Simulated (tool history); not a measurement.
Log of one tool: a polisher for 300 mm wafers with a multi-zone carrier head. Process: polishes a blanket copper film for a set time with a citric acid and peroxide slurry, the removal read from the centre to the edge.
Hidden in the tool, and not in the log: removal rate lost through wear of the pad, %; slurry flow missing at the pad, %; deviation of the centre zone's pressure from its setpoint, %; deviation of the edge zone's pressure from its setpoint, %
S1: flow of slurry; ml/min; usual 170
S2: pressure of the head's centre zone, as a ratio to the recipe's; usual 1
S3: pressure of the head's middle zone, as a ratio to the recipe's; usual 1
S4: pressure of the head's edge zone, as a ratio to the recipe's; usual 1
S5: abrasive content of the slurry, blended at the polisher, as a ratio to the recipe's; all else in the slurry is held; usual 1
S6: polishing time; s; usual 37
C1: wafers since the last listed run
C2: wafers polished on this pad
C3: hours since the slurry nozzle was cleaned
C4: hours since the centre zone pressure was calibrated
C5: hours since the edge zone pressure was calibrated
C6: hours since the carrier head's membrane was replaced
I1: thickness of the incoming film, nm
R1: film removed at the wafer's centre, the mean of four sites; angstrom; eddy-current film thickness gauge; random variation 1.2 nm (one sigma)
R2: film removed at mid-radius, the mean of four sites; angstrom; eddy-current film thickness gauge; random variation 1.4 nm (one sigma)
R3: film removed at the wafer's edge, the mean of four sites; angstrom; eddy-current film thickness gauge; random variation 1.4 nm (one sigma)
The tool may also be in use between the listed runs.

| run | hour | S1 | S2 | S3 | S4 | S5 | S6 | C1 | C2 | C3 | C4 | C5 | C6 | I1 | R1 | R2 | R3 |
|---|---|---|---|---|---|---|---|---|---|---|---|---|---|---|---|---|---|
| 1 | 0 | 170 | 1 | 1 | 1 | 1 | 37 | 0 | 1866 | 322.3 | 597.1 | 982.1 | 470.4 | 650.2 | 1025 | 952 | 990 |
| 2 | 60.1 | 170 | 1 | 1 | 1 | 1 | 37 | 815 | 2681 | 382.4 | 657.2 | 1042.2 | 530.5 | 646.5 | 1023 | 954 | 977 |
| 3 | 108.9 | 170 | 1 | 1 | 1 | 1 | 37 | 661 | 3343 | 431.2 | 706 | 1091 | 579.3 | 649.3 | 1020 | 949 | 966 |
|  | 118.5 | worn pad replaced by a new one |
| 4 | 134.3 | 170 | 1 | 1 | 1 | 1 | 37 | 290 | 214 | 456.6 | 731.4 | 1116.4 | 604.7 | 643.2 | 998 | 947 | 969 |
| 5 | 236.3 | 170 | 1 | 1 | 1 | 1 | 37 | 1383 | 1597 | 558.6 | 833.4 | 1218.4 | 706.7 | 653.6 | 1011 | 934 | 970 |
|  | 284.3 | slurry nozzle cleaned |
| 6 | 290 | 170 | 1 | 1 | 1 | 1 | 37 | 714 | 2312 | 5.7 | 887.1 | 1272.1 | 760.4 | 655.2 | 1028 | 950 | 971 |
| 7 | 339.7 | 170 | 1 | 1 | 1 | 1 | 37 | 674 | 2986 | 55.4 | 936.8 | 1321.8 | 810.1 | 658.7 | 1039 | 948 | 979 |
|  | 362.8 | worn pad replaced by a new one |
| 8 | 366 | 170 | 1 | 1.07 | 1.08 | 1 | 37 | 302 | 43 | 81.7 | 963.1 | 1348.1 | 836.4 | 656.6 | 1005 | 1018 | 1001 |
| 9 | 417.2 | 170 | 1 | 1.08 | 1 | 1 | 37 | 694 | 738 | 132.9 | 1014.3 | 1399.3 | 887.6 | 659.2 | 1019 | 1013 | 955 |
|  | 423.2 | edge zone pressure recalibrated |
| 10 | 445.9 | 145 | 1 | 1 | 1 | 1 | 37 | 362 | 1100 | 161.6 | 1043 | 22.7 | 916.3 | 641.7 | 1004 | 903 | 930 |
|  | 498.6 | carrier head's membrane replaced by a new one |
|  | 499.4 | centre zone pressure recalibrated |
|  | 592.4 | worn pad replaced by a new one |
| 11 | 630.7 | 170 | 1 | 1 | 1 | 1 | 37 | 2372 | 519 | 346.4 | 131.3 | 207.5 | 132.1 | 662.1 | 1094 | 962 | 979 |
|  | 708.4 | centre zone pressure recalibrated, repeated, since the last time left the tool worse |
|  | 749.6 | slurry nozzle cleaned |
|  | 805.9 | worn pad replaced by a new one |
| 12 | 810.8 | 170 | 1 | 0.88 | 1 | 1.2 | 30 | 2347 | 65 | 61.2 | 102.4 | 387.6 | 312.2 | 652 | 818 | 718 | 815 |
| 13 | 877.5 | 170 | 1 | 0.94 | 1.06 | 1 | 50 | 904 | 970 | 127.9 | 169.1 | 454.3 | 378.9 | 660.5 | 1329 | 1233 | 1325 |
| 14 | 920.5 | 200 | 1 | 1 | 0.96 | 1 | 37 | 583 | 1553 | 170.9 | 212.1 | 497.3 | 421.9 | 648.4 | 1001 | 962 | 973 |
| 15 | 970.8 | 170 | 1 | 1 | 1.04 | 1 | 37 | 682 | 2235 | 221.2 | 262.4 | 547.6 | 472.2 | 648.7 | 990 | 920 | 982 |
| 16 | 1025.6 | 170 | 1 | 0.95 | 1.08 | 1 | 29 | 743 | 2978 | 276 | 317.2 | 602.4 | 527 | 644.2 | 788 | 703 | 798 |
|  | 1044.4 | worn pad replaced by a new one |
| 17 | 1059.6 | 200 | 1 | 1 | 0.96 | 1 | 37 | 406 | 206 | 310 | 351.2 | 636.4 | 561 | 647.4 | 1020 | 979 | 989 |
| 18 | 1122.9 | 170 | 1 | 1 | 1.04 | 0.7 | 25 | 858 | 1065 | 373.3 | 414.5 | 699.7 | 624.3 | 656.3 | 646 | 598 | 612 |

5 ways to go on from here, each from the tool as it stands after run 18. What would each give?
| A | 1123.3 | 200 | 1 | 1 | 1 | 1 | 37 | 5 | 1070 | 373.7 | 414.9 | 700.1 | 624.7 | 651.3 | ? | ? | ? |
| B | 1123.3 | 230 | 0.96 | 1 | 1 | 1 | 37 | 5 | 1070 | 373.7 | 414.9 | 700.1 | 624.7 | 651.3 | ? | ? | ? |
| C | 1123.3 | 205 | 1 | 1 | 1 | 1 | 48 | 5 | 1070 | 373.7 | 414.9 | 700.1 | 624.7 | 651.3 | ? | ? | ? |
| D | 1123.3 | 190 | 0.95 | 1 | 1 | 0.9 | 37 | 5 | 1070 | 373.7 | 414.9 | 700.1 | 624.7 | 651.3 | ? | ? | ? |
| E | 1123.3 | 170 | 1 | 1.04 | 0.88 | 1.2 | 27 | 5 | 1070 | 373.7 | 414.9 | 700.1 | 624.7 | 651.3 | ? | ? | ? |

| run | R1 | R2 | R3 |
|---|---|---|---|
| A | 1052 | 963 | 999 |
| B | 1034 | 982 | 1014 |
| C | 1371 | 1254 | 1300 |
| D | 971 | 935 | 973 |
| E | 773 | 734 | 699 |
Without the tool's hidden state the same runs would have given:
| run | R1 | R2 | R3 |
|---|---|---|---|
| A | 998 | 963 | 999 |
| B | 980 | 982 | 1014 |
| C | 1301 | 1254 | 1300 |
| D | 921 | 935 | 973 |
| E | 734 | 734 | 699 |
